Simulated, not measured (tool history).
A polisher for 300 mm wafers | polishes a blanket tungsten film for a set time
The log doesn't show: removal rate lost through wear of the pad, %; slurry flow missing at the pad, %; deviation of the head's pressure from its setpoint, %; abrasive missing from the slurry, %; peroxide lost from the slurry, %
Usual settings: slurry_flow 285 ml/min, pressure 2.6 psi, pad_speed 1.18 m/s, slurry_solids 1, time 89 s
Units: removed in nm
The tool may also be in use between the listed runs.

run	hour	slurry_flow	pressure	pad_speed	slurry_solids	time	wafers since the last listed run	wafers polished on this pad	hours since the slurry nozzle was cleaned	hours since the head pressure was calibrated	hours since the slurry blender was calibrated	hours since the slurry got fresh peroxide	incoming thickness of the incoming film, nm	removed
1	0	285	2.6	1.18	1	89	0	5635	433	1008.1	369.6	284.4	1002.1	319.6
2	57.8	285	2.6	1.18	1	89	735	6371	490.8	1065.9	427.4	342.2	999.7	305.9
# hour 67.1: worn pad replaced by a new one
# hour 88: slurry nozzle cleaned
# hour 96.6: slurry blender recalibrated
# hour 110.5: head pressure recalibrated
3	111	285	2.6	1.18	1	89	562	494	23	0.5	14.4	395.4	1009.8	339.3
4	156.9	285	2.6	1.18	1	89	584	1078	68.9	46.4	60.3	441.3	1021.2	344.2
5	197.8	285	2.6	1.18	1	89	520	1599	109.8	87.3	101.2	482.2	1012.7	338.1
# hour 213.9: slurry tank refilled with fresh slurry and peroxide
6	246.9	285	2.6	1.18	1	89	612	2211	158.9	136.4	150.3	33	1013.4	334.1
7	286.8	285	2.6	1.18	1	89	507	2719	198.8	176.3	190.2	72.9	1001.4	334.8
8	343	285	2.6	1.18	1	89	715	3434	255	232.5	246.4	129.1	992.9	338.8
9	439.2	285	2.6	1.3	1	115	1224	4658	351.2	328.7	342.6	225.3	1021.8	447.4
# hour 505: slurry nozzle cleaned
10	514.1	285	2	1.06	0.85	114	940	5598	9.1	403.6	417.5	300.2	1011.2	292.6
# hour 587.4: worn pad replaced by a new one
11	608.9	215	2.6	1.18	1	89	1155	273	103.9	498.4	512.3	395	996.2	287.3
# hour 622.5: slurry blender recalibrated
# hour 650.8: slurry tank refilled with fresh slurry and peroxide
12	740.3	285	2.6	1.18	1	89	1633	1907	235.3	629.8	117.8	89.5	1010.9	346.3
13	824.7	360	2.6	1.18	1	89	1073	2981	319.7	714.2	202.2	173.9	1004.5	352.6
# hour 961.8: slurry nozzle cleaned
14	962.3	345	1.8	1.3	1	103	1738	4719	0.5	851.8	339.8	311.5	997.7	312
# hour 1015.2: worn pad replaced by a new one
15	1043.8	285	2.6	1.04	1	112	986	364	82	933.3	421.3	393	1019.8	366.9
# hour 1079.7: head pressure recalibrated
16	1110.6	285	2.9	1.18	1	89	824	1189	148.8	30.9	488.1	459.8	995.3	329.4
# hour 1160.5: slurry blender recalibrated
# hour 1165.2: slurry tank refilled with fresh slurry and peroxide
17	1199	285	3.4	1.06	1	89	1086	2275	237.2	119.3	38.5	33.8	1025	402.2
18	1297.5	355	3.5	1.18	0.75	89	1253	3528	335.7	217.8	137	132.3	1001.7	390.8
19	1369.9	285	2.6	1.18	1	89	921	4450	408.1	290.2	209.4	204.7	1006.8	333.3
# hour 1390: slurry nozzle cleaned
# hour 1452.1: worn pad replaced by a new one
20	1455.3	375	2.6	1.52	0.8	89	1022	40	65.3	375.6	294.8	290.1	1011.8	365.7
21	1503.4	185	2.8	1.04	1.1	89	612	652	113.4	423.7	342.9	338.2	1019.4	310.6
22	1561.5	285	2.6	1.18	1	89	739	1391	171.5	481.8	401	396.3	1018.3	317
# hour 1627.9: slurry blender recalibrated
# hour 1652.8: slurry tank refilled with fresh slurry and peroxide
23	1658.2	380	2.6	1.18	1	68	1192	2584	268.2	578.5	30.3	5.4	1012.9	270.5
24	1709.9	335	2.9	1.18	1.3	101	657	3241	319.9	630.2	82	57.1	1011.2	463.5
25	1757.7	320	3	1.18	1	99	608	3850	367.7	678	129.8	104.9	1010.6	435.2

The tool's hidden state at each run:
removal rate lost through wear of the pad, %: 0 in every run
slurry flow missing at the pad, %: 0 in every run
deviation of the head's pressure from its setpoint, %: 0 in every run
peroxide lost from the slurry, %: 0 in every run
H1: abrasive missing from the slurry, %
run	H1
1	15.3
2	19.8
3	2.27
4	2.6
5	3.25
6	4.45
7	5.78
8	8.17
9	13.7
10	19.3
11	27.9
12	2.96
13	5.6
14	12.9
15	18.9
16	24.8
17	2.07
18	3.75
19	6.2
20	10.4
21	13.4
22	17.6
23	3.2
24	3.76
25	4.75

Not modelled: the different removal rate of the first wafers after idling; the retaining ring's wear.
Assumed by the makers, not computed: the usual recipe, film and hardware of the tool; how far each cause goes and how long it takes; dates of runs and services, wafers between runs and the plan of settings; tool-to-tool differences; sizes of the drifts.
